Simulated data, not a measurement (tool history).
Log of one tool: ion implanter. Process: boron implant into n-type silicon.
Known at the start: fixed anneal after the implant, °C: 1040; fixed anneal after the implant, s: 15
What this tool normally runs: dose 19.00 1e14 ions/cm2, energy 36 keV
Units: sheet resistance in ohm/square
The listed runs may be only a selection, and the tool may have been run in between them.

run     day   dose  energy  wafers since the last listed run  hours since the last dose calibration  hours since the extraction supply was calibrated  hours since the gauge calibration  read-back reference wafer on the same gauge, sheet resistance  sheet resistance
  1   0.000  19.00      36                                 0                                  811.1                                            3995.4                              490.7                                                          58.33             67.14
  2   0.746  19.00      36                               440                                  829.0                                            4013.3                              508.6                                                          58.40             67.12
      1.200  -- gauge calibrated
  3   1.467  19.00      36                               425                                  846.3                                            4030.6                                6.4                                                          56.90             65.62
  4   2.938  19.00      36                               867                                  881.6                                            4065.9                               41.7                                                          57.15             65.24
  5   3.608  19.00      36                               395                                  897.7                                            4082.0                               57.8                                                          57.22             65.32
  6   4.771  19.00      36                               685                                  925.6                                            4109.9                               85.7                                                          57.40             65.80
  7   6.254  19.00      36                               875                                  961.2                                            4145.5                              121.3                                                          57.53             65.67
  8   7.467  17.73      36                               715                                  990.3                                            4174.6                              150.4                                                          57.65             69.43
  9  11.621  19.00      36                              2451                                 1090.0                                            4274.3                              250.1                                                          57.92             66.35
 10  12.908  19.00      36                               759                                 1120.9                                            4305.2                              281.0                                                          57.86             66.50
 11  13.488  19.00      36                               341                                 1134.8                                            4319.1                              294.9                                                          57.84             66.53
 12  14.267  19.00      36                               459                                 1153.5                                            4337.8                              313.6                                                          57.84             66.33
 13  15.396  21.50      36                               666                                 1180.6                                            4364.9                              340.7                                                          57.91             60.43
 14  19.271  19.00      36                              2286                                 1273.6                                            4457.9                              433.7                                                          58.06             66.30
 15  19.921  15.37      36                               383                                 1289.2                                            4473.5                              449.3                                                          57.97             79.25
 16  21.304  19.00      36                               816                                 1322.4                                            4506.7                              482.5                                                          58.08             66.36
 17  22.488  19.00      36                               698                                 1350.8                                            4535.1                              510.9                                                          58.08             66.46

Run 18 is up next; what results do you expect?
 18  23.479  19.00      36                               585                                 1374.6                                            4558.9                              534.7                                                              ?                 ?

{"run 18": {"read-back reference wafer on the same gauge, sheet resistance": 58.1, "sheet resistance": 66.36}}
Without the tool's hidden state the same run would have given sheet resistance 65.24 ohm/square.
